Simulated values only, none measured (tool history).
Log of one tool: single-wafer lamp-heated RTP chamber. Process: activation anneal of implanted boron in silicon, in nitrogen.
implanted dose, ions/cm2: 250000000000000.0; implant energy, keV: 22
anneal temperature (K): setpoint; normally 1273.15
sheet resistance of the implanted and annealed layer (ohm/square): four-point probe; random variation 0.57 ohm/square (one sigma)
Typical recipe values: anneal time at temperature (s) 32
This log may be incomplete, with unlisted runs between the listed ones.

| run | hour | anneal temperature (K) | anneal time at temperature (s) | wafers since the last listed run | wafers since the last pyrometer calibration | wafers since the reflector plate was cleaned | hours since the gauge calibration | read-back reference wafer on the same gauge, sheet resistance | sheet resistance of the implanted and annealed layer (ohm/square) |
|---|---|---|---|---|---|---|---|---|---|
| 1 | 0 | 1273.15 | 32 | 0 | 1396 | 9898 | 141.7 | 392.9 | 375.93 |
| 2 | 44.3 | 1273.15 | 32 | 511 | 1907 | 10409 | 186 | 392.7 | 375.58 |
|  | 70.8 | pyrometer window cleaned and pyrometer calibrated |
| 3 | 82.1 | 1273.15 | 32 | 344 | 130 | 10753 | 223.8 | 393.09 | 378.09 |
| 4 | 214.3 | 1273.15 | 32 | 1526 | 1657 | 12280 | 356 | 392.86 | 376.51 |
|  | 256.9 | pyrometer window cleaned and pyrometer calibrated |
| 5 | 260.6 | 1273.15 | 32 | 442 | 42 | 12723 | 402.3 | 393.01 | 377.94 |
| 6 | 293.5 | 1258.15 | 32 | 380 | 422 | 13103 | 435.2 | 393.09 | 381.2 |
| 7 | 356.5 | 1258.15 | 32 | 727 | 1150 | 13831 | 498.2 | 392.62 | 379.72 |
| 8 | 381.8 | 1258.15 | 32 | 292 | 1442 | 14123 | 523.5 | 393.27 | 380.74 |
|  | 448 | pyrometer window cleaned and pyrometer calibrated |
| 9 | 448.5 | 1301.15 | 32 | 678 | 6 | 14801 | 590.2 | 392.83 | 374.3 |
| 10 | 506.8 | 1292.15 | 44 | 673 | 679 | 15474 | 648.5 | 392.92 | 372.45 |
|  | 526.4 | reflector plate cleaned |
| 11 | 577.9 | 1285.15 | 25 | 728 | 1408 | 595 | 719.6 | 393 | 375.26 |
|  | 598.2 | pyrometer window cleaned and pyrometer calibrated |
| 12 | 625.7 | 1303.15 | 25 | 459 | 317 | 1055 | 767.4 | 393.11 | 374.4 |
|  | 633.9 | gauge calibrated |
| 13 | 649.8 | 1273.15 | 32 | 278 | 595 | 1333 | 15.9 | 393.01 | 375.68 |
| 14 | 717.6 | 1255.15 | 14 | 783 | 1378 | 2116 | 83.7 | 393.07 | 385.94 |
| 15 | 774.9 | 1273.15 | 32 | 661 | 2040 | 2778 | 141 | 393.24 | 375.72 |
|  | 790.9 | pyrometer window cleaned and pyrometer calibrated |
| 16 | 834.7 | 1262.15 | 32 | 598 | 505 | 3376 | 200.8 | 393.08 | 380.32 |
| 17 | 876.9 | 1289.15 | 46 | 487 | 993 | 3864 | 243 | 392.8 | 372.95 |

Below are 5 alternative next runs, each starting from the tool's condition after run 17. Predict each:
| A | 877.3 | 1273.15 | 32 | 4 | 997 | 3868 | 243.4 | ? | ? |
| B | 877.3 | 1245.15 | 50 | 4 | 997 | 3868 | 243.4 | ? | ? |
| C | 877.3 | 1251.15 | 41 | 4 | 997 | 3868 | 243.4 | ? | ? |
| D | 877.3 | 1298.15 | 51 | 4 | 997 | 3868 | 243.4 | ? | ? |
| E | 877.3 | 1259.15 | 38 | 4 | 997 | 3868 | 243.4 | ? | ? |

| run | read-back reference wafer on the same gauge, sheet resistance | sheet resistance of the implanted and annealed layer (ohm/square) |
|---|---|---|
| A | 393.01 | 375.96 |
| B | 393.01 | 384.3 |
| C | 393.01 | 381.98 |
| D | 393.01 | 372.4 |
| E | 393.01 | 378.9 |
The same runs, with their run-to-run variation unchanged, on a tool lacking any hidden condition would have given:
| run | sheet resistance of the implanted and annealed layer (ohm/square) |
|---|---|
| A | 378.34 |
| B | 392.77 |
| C | 388.84 |
| D | 373.07 |
| E | 383.67 |
